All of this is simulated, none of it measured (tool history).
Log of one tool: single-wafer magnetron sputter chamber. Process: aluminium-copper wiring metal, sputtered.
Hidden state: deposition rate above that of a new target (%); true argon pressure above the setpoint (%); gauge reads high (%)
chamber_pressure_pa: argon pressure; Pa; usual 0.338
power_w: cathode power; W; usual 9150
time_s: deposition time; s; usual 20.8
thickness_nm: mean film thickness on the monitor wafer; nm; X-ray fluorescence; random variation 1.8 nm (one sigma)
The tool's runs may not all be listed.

run	day	chamber_pressure_pa	power_w	time_s	wafers since the last listed run	wafers on the sputter target	hours since the last manometer calibration	hours since the magnet pack was replaced	hours since the gauge calibration	read-back reference wafer on the same gauge, thickness_nm	thickness_nm
1	0	0.296	9150	20.8	0	9608	352.6	8947	1441.1	276.193	328.016
2	3.571	0.296	9150	20.8	2457	12065	438.3	9032.7	1526.8	276.856	324.871
3	5.212	0.338	7300	20.8	1129	13195	477.7	9072.1	1566.2	275.348	286.802
4	9.412	0.338	7300	20.8	2890	16085	578.5	9172.9	1667	275.238	286.652
5	11.075	0.338	7300	20.8	1144	17229	618.4	9212.8	1706.9	274.895	289.38
6	13.771	0.338	9150	20.8	1855	19085	683.1	9277.5	1771.6	275.564	321.063
# day 15.621: sputter target and shields replaced
7	22.538	0.338	9150	20.8	5803	4761	893.5	9487.9	1982	276.097	321.064
8	27.288	0.338	9150	20.8	3268	8029	1007.5	9601.9	2096	275.776	317.137
9	36.296	0.338	9150	20.8	6199	14229	1223.7	9818.1	2312.2	276.215	314.418
# day 40.475: sputter target and shields replaced
10	40.667	0.338	9150	20.8	2778	131	1328.6	9923	2417.1	275.505	319.041
11	42.288	0.338	9150	20.8	1115	1247	1367.5	9961.9	2456	276.257	313.629
12	45.438	0.435	9150	18.4	2167	3415	1443.1	10037.5	2531.6	275.938	265.237
# day 49.054: magnet pack replaced
13	49.075	0.435	9150	18.4	2273	5688	1530.4	0.5	2618.9	276.142	264.629
# day 51.242: gauge calibrated
14	53.242	0.338	9150	20.8	2867	8556	1630.4	100.5	48	276.247	316.33
15	55.183	0.242	10350	23.6	1336	9892	1677	147.1	94.6	275.709	403.886
16	56.929	0.245	9150	17.5	1201	11093	1718.9	189	136.5	275.822	278.776
17	58.458	0.338	9150	20.8	1052	12146	1755.6	225.7	173.2	275.502	312.045
18	62.458	0.269	10100	24.2	2752	14898	1851.6	321.7	269.2	275.603	398.146
# day 64.133: sputter target and shields replaced
19	64.492	0.298	9150	20.8	1169	246	1900.4	370.5	318	276.124	321.496
20	68.862	0.338	9150	20.8	3007	3254	2005.3	475.4	422.9	276.983	313.464
21	72.696	0.407	10500	19.4	2637	5892	2097.3	567.4	514.9	275.06	301.841
22	75.358	0.338	9150	20.8	1832	7724	2161.2	631.3	578.8	276.007	310.442
23	78.038	0.451	9750	17.8	1843	9568	2225.5	695.6	643.1	276.16	254.825
# day 80.571: capacitance manometer re-zeroed and calibrated
# day 89.783: sputter target and shields replaced
24	90.233	0.338	9150	18.4	7933	310	231.9	988.3	935.8	276.004	285.614
25	92.479	0.393	11100	20.8	1545	1855	285.8	1042.2	989.7	275.677	349.463
26	96.908	0.338	9150	20.8	3047	4903	392.1	1148.5	1096	275.95	322.309
27	99.175	0.39	9150	20.8	1559	6463	446.5	1202.9	1150.4	277.026	315.68
28	100.996	0.279	7550	20.8	1253	7716	490.2	1246.6	1194.1	276.366	301.718
29	103.079	0.338	10500	20.8	1433	9149	540.2	1296.6	1244.1	275.203	345.951
30	105.538	0.338	9150	20.8	1691	10841	599.2	1355.6	1303.1	276.611	322.706
31	110.021	0.338	7500	18.7	3085	13926	706.8	1463.2	1410.7	276.62	264.344
32	113.779	0.338	9150	20.8	2586	16513	797	1553.4	1500.9	276.012	322.452
33	117.342	0.29	9750	24.8	2451	18964	882.5	1638.9	1586.4	276.845	407.103

How the hidden state differs across the entries between the runs, from the last listed run before each to the first after it:
Between runs 6 and 7: sputter target and shields replaced (day 15.621)
  true argon pressure above the setpoint (%): 4.85 -> 6.02
  measured less the result without the state, thickness_nm: -2.752 -> -3.42 nm
Between runs 9 and 10: sputter target and shields replaced (day 40.475)
  true argon pressure above the setpoint (%): 8.49 -> 9.44
  measured less the result without the state, thickness_nm: -4.731 -> -5.339 nm
Between runs 12 and 13: magnet pack replaced (day 49.054)
  true argon pressure above the setpoint (%): 10.6 -> 11.5
  measured less the result without the state, thickness_nm: -6.262 -> -6.795 nm
Between runs 13 and 14: gauge calibrated (day 51.242)
  true argon pressure above the setpoint (%): 11.5 -> 12.6
  measured less the result without the state, thickness_nm: -6.795 -> -7.077 nm
Between runs 18 and 19: sputter target and shields replaced (day 64.133)
  true argon pressure above the setpoint (%): 15.3 -> 16
  measured less the result without the state, thickness_nm: -8.771 -> -8.125 nm
Between runs 23 and 24: capacitance manometer re-zeroed and calibrated (day 80.571); sputter target and shields replaced (day 89.783)
  true argon pressure above the setpoint (%): 20.7 -> -0.957
  measured less the result without the state, thickness_nm: -12.276 -> +0.481 nm
